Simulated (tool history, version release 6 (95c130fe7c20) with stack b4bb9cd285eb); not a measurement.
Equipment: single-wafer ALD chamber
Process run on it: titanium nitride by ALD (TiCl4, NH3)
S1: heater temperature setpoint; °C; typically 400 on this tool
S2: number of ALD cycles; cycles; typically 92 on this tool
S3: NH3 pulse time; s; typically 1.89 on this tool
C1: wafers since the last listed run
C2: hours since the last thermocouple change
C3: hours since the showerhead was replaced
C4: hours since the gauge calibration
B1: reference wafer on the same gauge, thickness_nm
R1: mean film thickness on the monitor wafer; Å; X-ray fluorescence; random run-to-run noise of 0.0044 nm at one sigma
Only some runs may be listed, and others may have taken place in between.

| run | day | S1 | S2 | S3 | C1 | C2 | C3 | C4 | B1 | R1 |
|---|---|---|---|---|---|---|---|---|---|---|
| 1 | 0.000 | 400 | 92 | 1.89 | 0 | 360.5 | 6355.4 | 3446.8 | 1.978 | 17.46 |
| 2 | 2.583 | 400 | 92 | 1.89 | 143 | 422.5 | 6417.4 | 3508.8 | 1.978 | 17.49 |
| 3 | 9.825 | 400 | 92 | 1.89 | 403 | 596.3 | 6591.2 | 3682.6 | 1.980 | 17.46 |
| 4 | 12.133 | 400 | 96 | 1.89 | 128 | 651.7 | 6646.6 | 3738.0 | 1.976 | 18.25 |
| 5 | 15.054 | 400 | 96 | 1.89 | 162 | 721.8 | 6716.7 | 3808.1 | 1.977 | 18.25 |
| 6 | 17.104 | 400 | 92 | 1.89 | 114 | 771.0 | 6765.9 | 3857.3 | 1.978 | 17.43 |
| 7 | 20.208 | 394 | 92 | 1.89 | 172 | 845.5 | 6840.4 | 3931.8 | 1.977 | 17.34 |
| 8 | 23.488 | 394 | 92 | 1.89 | 182 | 924.2 | 6919.1 | 4010.5 | 1.976 | 17.32 |
| 9 | 27.579 | 400 | 92 | 1.89 | 227 | 1022.4 | 7017.3 | 4108.7 | 1.977 | 17.41 |
|  | 28.958 | showerhead replaced |
| 10 | 31.854 | 400 | 92 | 1.89 | 219 | 1125.0 | 69.5 | 4211.3 | 1.979 | 17.47 |
|  | 33.329 | gauge calibrated |
| 11 | 34.075 | 400 | 92 | 1.89 | 123 | 1178.3 | 122.8 | 17.9 | 2.001 | 17.64 |
| 12 | 37.712 | 400 | 106 | 1.57 | 202 | 1265.6 | 210.1 | 105.2 | 1.998 | 20.09 |
| 13 | 40.888 | 400 | 106 | 1.57 | 176 | 1341.8 | 286.3 | 181.4 | 1.997 | 20.02 |
| 14 | 43.458 | 400 | 92 | 1.31 | 143 | 1403.5 | 348.0 | 243.1 | 1.995 | 17.07 |
|  | 45.746 | thermocouple changed; heater temperature recalibrated |
| 15 | 46.129 | 400 | 92 | 1.31 | 130 | 9.2 | 412.1 | 307.2 | 1.992 | 17.00 |
| 16 | 49.892 | 400 | 92 | 1.89 | 209 | 99.5 | 502.4 | 397.5 | 1.990 | 17.65 |
| 17 | 54.067 | 400 | 92 | 2.12 | 232 | 199.7 | 602.6 | 497.7 | 1.989 | 17.70 |
| 18 | 57.746 | 390 | 104 | 1.32 | 204 | 288.0 | 690.9 | 586.0 | 1.985 | 18.90 |
| 19 | 59.929 | 400 | 101 | 1.89 | 121 | 340.4 | 743.3 | 638.4 | 1.986 | 19.33 |
| 20 | 62.342 | 387 | 81 | 2.29 | 134 | 398.3 | 801.2 | 696.3 | 1.983 | 15.51 |
| 21 | 65.304 | 400 | 92 | 1.89 | 164 | 469.4 | 872.3 | 767.4 | 1.984 | 17.52 |
| 22 | 68.254 | 400 | 92 | 1.89 | 164 | 540.2 | 943.1 | 838.2 | 1.980 | 17.50 |
| 23 | 72.233 | 400 | 92 | 1.89 | 221 | 635.7 | 1038.6 | 933.7 | 1.981 | 17.48 |
| 24 | 76.738 | 400 | 103 | 1.67 | 250 | 743.8 | 1146.7 | 1041.8 | 1.979 | 19.50 |
| 25 | 80.962 | 400 | 92 | 1.89 | 235 | 845.2 | 1248.1 | 1143.2 | 1.978 | 17.54 |
| 26 | 85.042 | 393 | 110 | 1.25 | 227 | 943.1 | 1346.0 | 1241.1 | 1.976 | 19.92 |
| 27 | 88.558 | 400 | 85 | 2.40 | 195 | 1027.5 | 1430.4 | 1325.5 | 1.974 | 16.38 |
| 28 | 90.583 | 400 | 75 | 2.52 | 112 | 1076.1 | 1479.0 | 1374.1 | 1.977 | 14.47 |
|  | 94.025 | thermocouple changed; heater temperature recalibrated |
| 29 | 94.121 | 400 | 92 | 1.89 | 178 | 2.3 | 1563.9 | 1459.0 | 1.974 | 17.42 |
| 30 | 96.054 | 407 | 92 | 1.89 | 107 | 48.7 | 1610.3 | 1505.4 | 1.973 | 17.54 |
| 31 | 99.608 | 388 | 103 | 2.28 | 197 | 134.0 | 1695.6 | 1590.7 | 1.972 | 19.51 |
| 32 | 102.692 | 387 | 76 | 1.31 | 171 | 208.0 | 1769.6 | 1664.7 | 1.971 | 13.67 |
| 33 | 105.754 | 400 | 92 | 1.89 | 170 | 281.5 | 1843.1 | 1738.2 | 1.970 | 17.32 |
| 34 | 107.804 | 400 | 102 | 2.36 | 114 | 330.7 | 1892.3 | 1787.4 | 1.970 | 19.48 |
| 35 | 112.075 | 392 | 92 | 2.10 | 237 | 433.2 | 1994.8 | 1889.9 | 1.969 | 17.30 |
| 36 | 113.788 | 395 | 101 | 2.43 | 95 | 474.3 | 2035.9 | 1931.0 | 1.969 | 19.29 |
| 37 | 116.725 | 400 | 109 | 1.89 | 163 | 544.8 | 2106.4 | 2001.5 | 1.969 | 20.56 |
| 38 | 121.200 | 400 | 97 | 1.89 | 249 | 652.2 | 2213.8 | 2108.9 | 1.967 | 18.29 |
| 39 | 124.088 | 400 | 92 | 1.89 | 160 | 721.5 | 2283.1 | 2178.2 | 1.967 | 17.41 |

Consider 4 possible next runs. They are alternatives, not a sequence: every one starts from the tool as it was left by run 39. What does each give?
| A | 124.112 | 400 | 92 | 1.89 | 1 | 722.1 | 2283.7 | 2178.8 | ? | ? |
| B | 124.112 | 400 | 98 | 2.43 | 1 | 722.1 | 2283.7 | 2178.8 | ? | ? |
| C | 124.112 | 409 | 92 | 1.18 | 1 | 722.1 | 2283.7 | 2178.8 | ? | ? |
| D | 124.112 | 408 | 104 | 2.52 | 1 | 722.1 | 2283.7 | 2178.8 | ? | ? |

| run | B1 | R1 |
|---|---|---|
| A | 1.968 | 17.40 |
| B | 1.968 | 18.79 |
| C | 1.968 | 16.76 |
| D | 1.968 | 19.99 |
Without the tool's hidden state the same runs would have given:
| run | R1 |
|---|---|
| A | 17.77 |
| B | 19.19 |
| C | 17.12 |
| D | 20.42 |
